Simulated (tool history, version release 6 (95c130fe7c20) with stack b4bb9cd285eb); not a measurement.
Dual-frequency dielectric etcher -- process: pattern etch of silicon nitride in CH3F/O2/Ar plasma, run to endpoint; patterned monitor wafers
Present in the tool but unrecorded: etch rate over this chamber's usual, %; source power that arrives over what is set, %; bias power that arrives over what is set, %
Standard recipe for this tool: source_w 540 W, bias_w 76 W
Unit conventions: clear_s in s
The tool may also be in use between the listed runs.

run,hour,source_w,bias_w,wafers since the last listed run,hours since the last wet clean,hours since the last source power generator calibration,hours since the last bias power generator calibration,hours since the last upper electrode change,"incoming incoming film thickness, nm",clear_s
1,0,650,88,0,368,1695.8,1367.3,3456.3,25.18,28.5
2,73.8,540,76,1335,441.8,1769.6,1441.1,3530.1,25.56,34.4
# hour 109.4: wet clean of the chamber
3,119.2,540,76,387,9.8,1815,1486.5,3575.5,25.36,32.7
4,225.3,510,76,1919,115.9,1921.1,1592.6,3681.6,25.44,33.5
# hour 413.7: bias power generator calibrated
5,418.9,540,76,3430,309.5,2114.7,5.2,3875.2,25.46,34
6,466,540,76,852,356.6,2161.8,52.3,3922.3,25.35,33.4
# hour 520.1: source power generator calibrated
# hour 521.2: wet clean of the chamber
7,552,630,80,1463,30.8,31.9,138.3,4008.3,25.57,29.2
# hour 602: upper electrode replaced, of another model than before
8,607.7,630,80,573,86.5,87.6,194,5.7,25.22,30.3
9,673.4,410,81,1188,152.2,153.3,259.7,71.4,25.5,34.8
10,776.7,490,76,1869,255.5,256.6,363,174.7,25.39,33.7
11,817.3,540,67,734,296.1,297.2,403.6,215.3,25.55,34.7
12,854.2,660,84,667,333,334.1,440.5,252.2,25.12,29.9
13,956.2,430,61,1845,435,436.1,542.5,354.2,25.27,37.9
# hour 996.6: wet clean of the chamber
14,1046.9,500,59,1206,50.3,526.8,633.2,444.9,25.11,35
15,1102.3,540,82,1002,105.7,582.2,688.6,500.3,25.53,32.5
16,1184.7,540,76,1490,188.1,664.6,771,582.7,25.29,32.4
17,1258.8,610,90,1340,262.2,738.7,845.1,656.8,25.44,30.3

4 ways to go on from here, each from the tool as it stands after run 17. What would each give?
A,1259.2,650,76,7,262.6,739.1,845.5,657.2,25.48,?
B,1259.2,670,95,7,262.6,739.1,845.5,657.2,25.48,?
C,1259.2,670,66,7,262.6,739.1,845.5,657.2,25.48,?
D,1259.2,500,61,7,262.6,739.1,845.5,657.2,25.48,?

run,clear_s
A,31
B,28.7
C,32.1
D,36
Without the tool's hidden state the same runs would have given:
run,clear_s
A,30.3
B,27.9
C,31.2
D,35
